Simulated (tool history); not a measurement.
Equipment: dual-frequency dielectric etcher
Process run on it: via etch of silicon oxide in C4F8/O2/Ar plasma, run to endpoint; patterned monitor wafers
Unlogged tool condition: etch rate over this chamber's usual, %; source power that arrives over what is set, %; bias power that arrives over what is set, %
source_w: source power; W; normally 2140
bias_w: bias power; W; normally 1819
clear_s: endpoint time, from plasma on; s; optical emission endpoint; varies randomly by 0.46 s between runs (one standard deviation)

| run | day | source_w | bias_w | wafers since the last listed run | hours since the last wet clean | hours since the last source power generator calibration | hours since the last bias power generator calibration | hours since the last upper electrode change | incoming incoming film thickness, nm | clear_s |
|---|---|---|---|---|---|---|---|---|---|---|
| 1 | 0 | 2280 | 1819 | 0 | 415.5 | 2031.6 | 128.1 | 2645.4 | 737.3 | 153.6 |
| 2 | 3.688 | 2280 | 1819 | 516 | 504 | 2120.1 | 216.6 | 2733.9 | 735.5 | 153.3 |
| 3 | 5.762 | 2140 | 1819 | 290 | 553.8 | 2169.9 | 266.4 | 2783.7 | 740.4 | 157.4 |
| 4 | 8.683 | 2140 | 1819 | 409 | 623.9 | 2240 | 336.5 | 2853.8 | 743.1 | 157.9 |
|  | 10.988 | wet clean of the chamber |
| 5 | 12.771 | 2140 | 1819 | 432 | 42.8 | 2338.1 | 434.6 | 2951.9 | 738.4 | 156.7 |
| 6 | 14.371 | 2350 | 1819 | 224 | 81.2 | 2376.5 | 473 | 2990.3 | 739 | 153.1 |
| 7 | 18.117 | 2140 | 2078 | 524 | 171.1 | 2466.4 | 562.9 | 3080.2 | 745.1 | 154 |
| 8 | 21.392 | 2140 | 2078 | 458 | 249.7 | 2545 | 641.5 | 3158.8 | 738.8 | 152.7 |
| 9 | 24.046 | 2140 | 2078 | 371 | 313.4 | 2608.7 | 705.2 | 3222.5 | 741.6 | 154.1 |
| 10 | 26.371 | 2140 | 1819 | 325 | 369.2 | 2664.5 | 761 | 3278.3 | 740.8 | 158.2 |
|  | 35.825 | upper electrode replaced |
| 11 | 35.846 | 2140 | 1819 | 1187 | 596.6 | 2891.9 | 988.4 | 0.5 | 745.3 | 159.1 |
| 12 | 39.171 | 1840 | 1819 | 465 | 676.4 | 2971.7 | 1068.2 | 80.3 | 740.6 | 166.4 |
|  | 43.9 | wet clean of the chamber |
| 13 | 43.921 | 2580 | 1394 | 525 | 0.5 | 3085.7 | 1182.2 | 194.3 | 744.3 | 160.2 |
| 14 | 46.271 | 2140 | 1819 | 329 | 56.9 | 3142.1 | 1238.6 | 250.7 | 736.3 | 158.4 |
| 15 | 50.675 | 1930 | 2149 | 617 | 162.6 | 3247.8 | 1344.3 | 356.4 | 742 | 158.5 |
| 16 | 53.533 | 2140 | 1494 | 400 | 231.2 | 3316.4 | 1412.9 | 425 | 737.3 | 164.4 |
|  | 56.204 | bias power generator calibrated |
| 17 | 57.438 | 1740 | 1970 | 523 | 324.9 | 3410.1 | 29.6 | 518.7 | 736.5 | 163.2 |
|  | 61.462 | source power generator calibrated |
| 18 | 61.483 | 2140 | 1819 | 543 | 422 | 0.5 | 126.7 | 615.8 | 741.1 | 154.8 |
| 19 | 64.221 | 2360 | 2178 | 383 | 487.7 | 66.2 | 192.4 | 681.5 | 740.6 | 145.3 |
| 20 | 68.612 | 2550 | 1615 | 615 | 593.1 | 171.6 | 297.8 | 786.9 | 729.8 | 149.3 |
| 21 | 71.25 | 2380 | 1621 | 369 | 656.4 | 234.9 | 361.1 | 850.2 | 743.7 | 156 |
|  | 72.621 | wet clean of the chamber |
| 22 | 73.354 | 2640 | 1819 | 154 | 17.6 | 285.4 | 411.6 | 900.7 | 733.9 | 145.8 |
| 23 | 77.375 | 2140 | 1819 | 563 | 114.1 | 381.9 | 508.1 | 997.2 | 743.6 | 156.7 |
| 24 | 81.579 | 1820 | 1819 | 589 | 215 | 482.8 | 609 | 1098.1 | 745.8 | 163.4 |
| 25 | 85.804 | 2340 | 1961 | 591 | 316.4 | 584.2 | 710.4 | 1199.5 | 738.2 | 149.6 |
| 26 | 89.554 | 1770 | 1948 | 525 | 406.4 | 674.2 | 800.4 | 1289.5 | 739.1 | 161.9 |
| 27 | 91.996 | 1970 | 1819 | 342 | 465 | 732.8 | 859 | 1348.1 | 739.4 | 159.9 |
| 28 | 94.254 | 1800 | 1953 | 316 | 519.2 | 787 | 913.2 | 1402.3 | 741.4 | 161.8 |
|  | 99.671 | wet clean of the chamber |
| 29 | 104.079 | 2480 | 2162 | 1236 | 105.8 | 1022.8 | 1149 | 1638.1 | 728 | 142.4 |
| 30 | 106.292 | 2140 | 1819 | 309 | 158.9 | 1075.9 | 1202.1 | 1691.2 | 734 | 156.3 |
| 31 | 108.333 | 2140 | 1819 | 286 | 207.9 | 1124.9 | 1251.1 | 1740.2 | 740.5 | 156.8 |
| 32 | 110.838 | 2550 | 1396 | 350 | 268 | 1185 | 1311.2 | 1800.3 | 738.3 | 157 |
| 33 | 114.888 | 1770 | 1472 | 567 | 365.2 | 1282.2 | 1408.4 | 1897.5 | 738 | 172.3 |
| 34 | 118.779 | 2140 | 1819 | 545 | 458.6 | 1375.6 | 1501.8 | 1990.9 | 733.8 | 156.5 |
| 35 | 120.933 | 2560 | 1979 | 301 | 510.3 | 1427.3 | 1553.5 | 2042.6 | 741.5 | 147.2 |
| 36 | 122.462 | 2580 | 1591 | 214 | 547 | 1464 | 1590.2 | 2079.3 | 733.7 | 152.4 |

Here are 3 independent what-if runs from the current tool condition. What would each one return?
| A | 122.483 | 2140 | 1662 | 2 | 547.5 | 1464.5 | 1590.7 | 2079.8 | 732.5 | ? |
| B | 122.483 | 1810 | 1668 | 2 | 547.5 | 1464.5 | 1590.7 | 2079.8 | 732.5 | ? |
| C | 122.483 | 1810 | 2219 | 2 | 547.5 | 1464.5 | 1590.7 | 2079.8 | 732.5 | ? |

| run | clear_s |
|---|---|
| A | 159.2 |
| B | 166.4 |
| C | 156.6 |
Without the tool's hidden state the same runs would have given:
| run | clear_s |
|---|---|
| A | 156.8 |
| B | 164 |
| C | 154.2 |

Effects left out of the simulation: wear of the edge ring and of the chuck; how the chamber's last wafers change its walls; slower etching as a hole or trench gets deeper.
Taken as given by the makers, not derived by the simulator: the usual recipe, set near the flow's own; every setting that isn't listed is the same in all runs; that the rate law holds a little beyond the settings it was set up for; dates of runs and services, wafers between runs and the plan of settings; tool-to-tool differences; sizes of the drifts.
